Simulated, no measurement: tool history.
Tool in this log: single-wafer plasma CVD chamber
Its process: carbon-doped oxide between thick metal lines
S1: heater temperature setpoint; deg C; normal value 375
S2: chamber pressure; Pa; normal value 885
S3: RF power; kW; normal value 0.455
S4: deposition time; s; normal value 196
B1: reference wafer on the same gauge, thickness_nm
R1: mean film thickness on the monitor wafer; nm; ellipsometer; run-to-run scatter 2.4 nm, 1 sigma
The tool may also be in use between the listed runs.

{"run": 1, "hour": 0.0, "S1": 380, "S2": 1059, "S3": 0.455, "S4": 196, "B1": 998.725, "R1": 937.183}
{"run": 2, "hour": 31.7, "S1": 375, "S2": 885, "S3": 0.455, "S4": 175, "B1": 999.478, "R1": 831.208}
{"hour": 58.4, "done": "capacitance manometer re-zeroed and calibrated"}
{"run": 3, "hour": 58.9, "S1": 375, "S2": 885, "S3": 0.455, "S4": 175, "B1": 999.097, "R1": 827.526}
{"run": 4, "hour": 70.0, "S1": 375, "S2": 885, "S3": 0.455, "S4": 175, "B1": 999.08, "R1": 831.219}
{"run": 5, "hour": 93.5, "S1": 387, "S2": 885, "S3": 0.455, "S4": 196, "B1": 998.464, "R1": 909.11}
{"run": 6, "hour": 109.7, "S1": 387, "S2": 885, "S3": 0.455, "S4": 196, "B1": 998.936, "R1": 905.835}
{"run": 7, "hour": 166.5, "S1": 375, "S2": 885, "S3": 0.4, "S4": 196, "B1": 998.363, "R1": 830.063}
{"run": 8, "hour": 182.1, "S1": 375, "S2": 885, "S3": 0.455, "S4": 204, "B1": 998.985, "R1": 965.487}
{"run": 9, "hour": 195.4, "S1": 375, "S2": 885, "S3": 0.455, "S4": 196, "B1": 998.928, "R1": 924.243}
{"hour": 265.8, "done": "gauge calibrated"}
{"run": 10, "hour": 292.1, "S1": 375, "S2": 885, "S3": 0.455, "S4": 196, "B1": 998.927, "R1": 925.584}
{"run": 11, "hour": 316.1, "S1": 375, "S2": 1028, "S3": 0.49, "S4": 196, "B1": 999.162, "R1": 995.765}
{"run": 12, "hour": 349.3, "S1": 375, "S2": 885, "S3": 0.455, "S4": 196, "B1": 998.691, "R1": 923.274}
{"run": 13, "hour": 369.7, "S1": 375, "S2": 885, "S3": 0.455, "S4": 196, "B1": 999.112, "R1": 923.546}
{"run": 14, "hour": 389.4, "S1": 375, "S2": 885, "S3": 0.455, "S4": 229, "B1": 999.496, "R1": 1075.938}
{"run": 15, "hour": 401.6, "S1": 381, "S2": 885, "S3": 0.53, "S4": 167, "B1": 999.204, "R1": 872.664}
{"hour": 425.2, "done": "thermocouple changed; heater temperature recalibrated"}
{"hour": 428.3, "done": "showerhead replaced"}
{"run": 16, "hour": 428.8, "S1": 375, "S2": 976, "S3": 0.455, "S4": 196, "B1": 998.95, "R1": 936.96}
{"run": 17, "hour": 522.5, "S1": 375, "S2": 765, "S3": 0.455, "S4": 218, "B1": 999.54, "R1": 1000.998}
{"hour": 532.9, "done": "RF generator calibrated"}
{"run": 18, "hour": 539.7, "S1": 364, "S2": 885, "S3": 0.455, "S4": 196, "B1": 998.534, "R1": 1004.722}
{"run": 19, "hour": 560.7, "S1": 383, "S2": 885, "S3": 0.375, "S4": 220, "B1": 999.054, "R1": 925.761}
{"run": 20, "hour": 576.1, "S1": 382, "S2": 991, "S3": 0.4, "S4": 168, "B1": 999.025, "R1": 754.81}
{"run": 21, "hour": 608.2, "S1": 362, "S2": 1005, "S3": 0.375, "S4": 233, "B1": 999.159, "R1": 1032.095}
{"run": 22, "hour": 622.1, "S1": 362, "S2": 885, "S3": 0.455, "S4": 196, "B1": 999.18, "R1": 1001.221}
{"run": 23, "hour": 657.4, "S1": 375, "S2": 885, "S3": 0.455, "S4": 196, "B1": 998.871, "R1": 971.031}
{"run": 24, "hour": 672.7, "S1": 375, "S2": 993, "S3": 0.495, "S4": 167, "B1": 998.476, "R1": 882.799}
{"run": 25, "hour": 695.2, "S1": 375, "S2": 885, "S3": 0.455, "S4": 196, "B1": 998.452, "R1": 973.319}
{"run": 26, "hour": 725.6, "S1": 375, "S2": 885, "S3": 0.385, "S4": 175, "B1": 998.373, "R1": 752.262}
{"run": 27, "hour": 740.8, "S1": 380, "S2": 885, "S3": 0.455, "S4": 233, "B1": 998.694, "R1": 1139.816}
{"run": 28, "hour": 767.6, "S1": 367, "S2": 885, "S3": 0.455, "S4": 196, "B1": 999.73, "R1": 978.057}

4 ways to go on from here, each from the tool as it stands after run 28. What would each give?
{"run": "A", "hour": 768.1, "S1": 375, "S2": 944, "S3": 0.455, "S4": 196, "B1": "?", "R1": "?"}
{"run": "B", "hour": 768.1, "S1": 375, "S2": 713, "S3": 0.455, "S4": 196, "B1": "?", "R1": "?"}
{"run": "C", "hour": 768.1, "S1": 390, "S2": 885, "S3": 0.455, "S4": 196, "B1": "?", "R1": "?"}
{"run": "D", "hour": 768.1, "S1": 375, "S2": 1045, "S3": 0.485, "S4": 196, "B1": "?", "R1": "?"}

run=A B1=999.121 R1=969.026
run=B B1=999.121 R1=921.889
run=C B1=999.121 R1=936.995
run=D B1=999.121 R1=1025.462
What these runs would have given with no unlogged condition in the tool:
run=A R1=991.801
run=B R1=943.555
run=C R1=959.016
run=D R1=1046.286

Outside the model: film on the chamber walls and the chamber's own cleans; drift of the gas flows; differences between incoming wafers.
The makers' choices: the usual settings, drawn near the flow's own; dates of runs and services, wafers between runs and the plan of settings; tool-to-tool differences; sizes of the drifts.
